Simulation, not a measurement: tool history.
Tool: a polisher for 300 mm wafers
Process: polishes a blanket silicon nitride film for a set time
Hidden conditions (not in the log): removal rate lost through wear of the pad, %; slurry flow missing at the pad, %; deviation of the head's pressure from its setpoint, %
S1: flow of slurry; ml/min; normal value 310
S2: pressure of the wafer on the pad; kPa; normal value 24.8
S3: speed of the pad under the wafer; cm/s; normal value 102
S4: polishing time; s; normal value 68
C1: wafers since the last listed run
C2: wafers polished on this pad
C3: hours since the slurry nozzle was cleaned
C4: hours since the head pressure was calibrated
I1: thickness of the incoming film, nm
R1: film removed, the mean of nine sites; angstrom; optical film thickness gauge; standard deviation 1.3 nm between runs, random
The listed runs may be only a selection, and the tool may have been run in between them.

Run 1, hour 0.0: usual settings; C1 0; C2 270; C3 213.1; C4 846.4; I1 674.9. Result: R1 1240 angstrom.
Run 2, hour 10.3: usual settings; C1 163; C2 434; C3 223.4; C4 856.7; I1 672.8. Result: R1 1252 angstrom.
Run 3, hour 34.5: usual settings; C1 385; C2 819; C3 247.6; C4 880.9; I1 677.4. Result: R1 1194 angstrom.
Run 4, hour 46.5: usual settings but S4 58 s; C1 190; C2 1010; C3 259.6; C4 892.9; I1 668.1. Result: R1 1043 angstrom.
Run 5, hour 59.7: usual settings but S4 58 s; C1 210; C2 1220; C3 272.8; C4 906.1; I1 660.7. Result: R1 1025 angstrom.
At hour 74.3: worn pad replaced by a new one.
Run 6, hour 74.8: usual settings but S4 58 s; C1 176; C2 8; C3 287.9; C4 921.2; I1 676.7. Result: R1 1096 angstrom.
Run 7, hour 85.4: usual settings but S2 20.0 kPa, S4 84 s; C1 168; C2 177; C3 298.5; C4 931.8; I1 671.9. Result: R1 1309 angstrom.
Run 8, hour 98.8: usual settings; C1 213; C2 390; C3 311.9; C4 945.2; I1 679.7. Result: R1 1267 angstrom.
Run 9, hour 116.4: usual settings; C1 280; C2 670; C3 329.5; C4 962.8; I1 663.5. Result: R1 1221 angstrom.
Run 10, hour 132.3: usual settings but S1 280 ml/min, S3 110 cm/s; C1 253; C2 923; C3 345.4; C4 978.7; I1 658.2. Result: R1 1274 angstrom.
Run 11, hour 141.4: usual settings; C1 144; C2 1068; C3 354.5; C4 987.8; I1 677.4. Result: R1 1225 angstrom.
At hour 153.9: worn pad replaced by a new one.
Run 12, hour 154.4: usual settings; C1 143; C2 7; C3 367.5; C4 1000.8; I1 674.8. Result: R1 1291 angstrom.
Run 13, hour 182.5: usual settings; C1 447; C2 454; C3 395.6; C4 1028.9; I1 662.4. Result: R1 1237 angstrom.
At hour 185.2: slurry nozzle cleaned.
Run 14, hour 191.7: usual settings; C1 130; C2 585; C3 6.5; C4 1038.1; I1 664.7. Result: R1 1253 angstrom.
At hour 199.4: head pressure recalibrated.
Run 15, hour 206.4: usual settings; C1 202; C2 787; C3 21.2; C4 7.0; I1 667.6. Result: R1 1081 angstrom.
Run 16, hour 221.0: usual settings but S4 58 s; C1 232; C2 1019; C3 35.8; C4 21.6; I1 683.1. Result: R1 923 angstrom.
Run 17, hour 238.5: usual settings but S3 68 cm/s; C1 278; C2 1297; C3 53.3; C4 39.1; I1 670.2. Result: R1 861 angstrom.
At hour 251.2: worn pad replaced by a new one.
Run 18, hour 254.9: usual settings but S2 33.1 kPa, S3 70 cm/s; C1 197; C2 59; C3 69.7; C4 55.5; I1 664.1. Result: R1 1124 angstrom.
Run 19, hour 267.8: usual settings but S2 21.4 kPa, S3 126 cm/s; C1 205; C2 264; C3 82.6; C4 68.4; I1 681.9. Result: R1 1157 angstrom.
Run 20, hour 284.5: usual settings but S1 350 ml/min, S2 33.8 kPa, S3 136 cm/s; C1 265; C2 530; C3 99.3; C4 85.1; I1 676.6. Result: R1 1746 angstrom.
Run 21, hour 293.1: usual settings; C1 136; C2 666; C3 107.9; C4 93.7; I1 673.3. Result: R1 1087 angstrom.
Run 22, hour 305.9: usual settings; C1 203; C2 870; C3 120.7; C4 106.5; I1 669.8. Result: R1 1103 angstrom.
Run 23, hour 319.1: usual settings; C1 210; C2 1080; C3 133.9; C4 119.7; I1 665.9. Result: R1 1090 angstrom.
At hour 332.8: worn pad replaced by a new one.
Run 24, hour 333.6: usual settings but S1 275 ml/min, S2 16.5 kPa; C1 167; C2 12; C3 148.4; C4 134.2; I1 668.3. Result: R1 865 angstrom.
Run 25, hour 351.5: usual settings but S3 134 cm/s, S4 48 s; C1 284; C2 297; C3 166.3; C4 152.1; I1 674.5. Result: R1 955 angstrom.
Run 26, hour 366.8: usual settings but S3 122 cm/s; C1 243; C2 540; C3 181.6; C4 167.4; I1 675.8. Result: R1 1265 angstrom.
Run 27, hour 379.5: usual settings but S3 86 cm/s; C1 202; C2 742; C3 194.3; C4 180.1; I1 666.9. Result: R1 1001 angstrom.
At hour 411.6: worn pad replaced by a new one.
Run 28, hour 417.2: usual settings; C1 536; C2 89; C3 232.0; C4 217.8; I1 672.1. Result: R1 1155 angstrom.
Run 29, hour 429.1: usual settings but S4 58 s; C1 189; C2 279; C3 243.9; C4 229.7; I1 660.2. Result: R1 989 angstrom.
Run 30, hour 440.2: usual settings but S1 390 ml/min, S3 66 cm/s; C1 176; C2 455; C3 255.0; C4 240.8; I1 662.2. Result: R1 885 angstrom.
Run 31, hour 450.9: usual settings; C1 170; C2 626; C3 265.7; C4 251.5; I1 676.9. Result: R1 1146 angstrom.

Forecast each of these 3 alternatives for the next run:
Run A, hour 451.3: usual settings; C1 6; C2 632; C3 266.1; C4 251.9; I1 658.8. Result: R1 ?.
Run B, hour 451.3: usual settings but S3 92 cm/s, S4 47 s; C1 6; C2 632; C3 266.1; C4 251.9; I1 658.8. Result: R1 ?.
Run C, hour 451.3: usual settings but S3 82 cm/s; C1 6; C2 632; C3 266.1; C4 251.9; I1 658.8. Result: R1 ?.

run    R1
  A  1108
  B   719
  C   971
With no hidden state in the tool, these same runs would have given:
run    R1
  A  1144
  B   742
  C  1002
